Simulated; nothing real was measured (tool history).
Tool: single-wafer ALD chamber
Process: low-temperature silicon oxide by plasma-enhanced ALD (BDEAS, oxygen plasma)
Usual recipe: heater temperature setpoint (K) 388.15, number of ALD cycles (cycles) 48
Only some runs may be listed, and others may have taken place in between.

run	hour	heater temperature setpoint (K)	number of ALD cycles (cycles)	wafers since the last listed run	hours since the last thermocouple change	hours since the gauge calibration	read-back reference wafer on the same gauge, thickness_nm	mean film thickness on the monitor wafer (Å)
1	0	388.15	48	0	1169.8	395.9	5.966	60.65
2	8	388.15	48	62	1177.8	403.9	5.96	60.72
3	23.8	388.15	48	123	1193.6	419.7	5.959	60.5
4	39.2	388.15	48	120	1209	435.1	5.959	60.62
5	54.9	388.15	48	122	1224.7	450.8	5.961	60.31
6	64.7	379.15	50	76	1234.5	460.6	5.96	63.99
7	74.2	379.15	50	74	1244	470.1	5.957	63.91
8	91.5	388.15	48	135	1261.3	487.4	5.959	60.46
9	99.5	388.15	48	62	1269.3	495.4	5.96	60.64
10	112.5	388.15	48	101	1282.3	508.4	5.963	60.68
11	119.8	388.15	48	57	1289.6	515.7	5.956	60.46
12	130.4	388.15	48	82	1300.2	526.3	5.962	60.72
13	145.1	388.15	48	115	1314.9	541	5.961	60.65
# hour 145.9: gauge calibrated
14	155.3	388.15	48	79	1325.1	9.4	5.96	60.67
15	166.3	378.15	48	86	1336.1	20.4	5.963	61.37
16	183.4	378.15	48	133	1353.2	37.5	5.958	61.46
17	193.8	388.15	48	81	1363.6	47.9	5.96	60.36
18	202.2	388.15	42	65	1372	56.3	5.964	52.96
19	214.4	380.15	55	95	1384.2	68.5	5.96	70.29
20	226.5	388.15	48	94	1396.3	80.6	5.959	60.54
21	265.2	388.15	40	303	1435	119.3	5.961	50.62
# hour 278.4: thermocouple changed; heater temperature recalibrated
22	278.9	395.15	43	44	0.5	133	5.959	53.25
23	289.1	379.15	53	79	10.7	143.2	5.958	68.08
24	306.1	395.15	48	133	27.7	160.2	5.96	59.82
25	321.9	388.15	48	123	43.5	176	5.961	60.3
26	329.4	399.15	41	58	51	183.5	5.96	50.88
27	344.9	388.15	48	121	66.5	199	5.958	60.39
28	352.5	393.15	51	59	74.1	206.6	5.959	63.52
29	364.7	378.15	41	95	86.3	218.8	5.961	52.41
30	373.7	388.15	48	70	95.3	227.8	5.959	60.48
31	381.2	378.15	51	58	102.8	235.3	5.956	65.66
32	394.6	392.15	54	104	116.2	248.7	5.961	67.33
33	406.5	392.15	51	93	128.1	260.6	5.961	64.08
34	416.3	396.15	48	76	137.9	270.4	5.956	59.86
35	431	383.15	52	115	152.6	285.1	5.954	66.27
36	441.8	375.15	44	84	163.4	295.9	5.962	56.61

Hidden state, per run?
wafer temperature above the value expected at the setpoint (K): 0 on each run
gauge reads high (%): 0 on each run
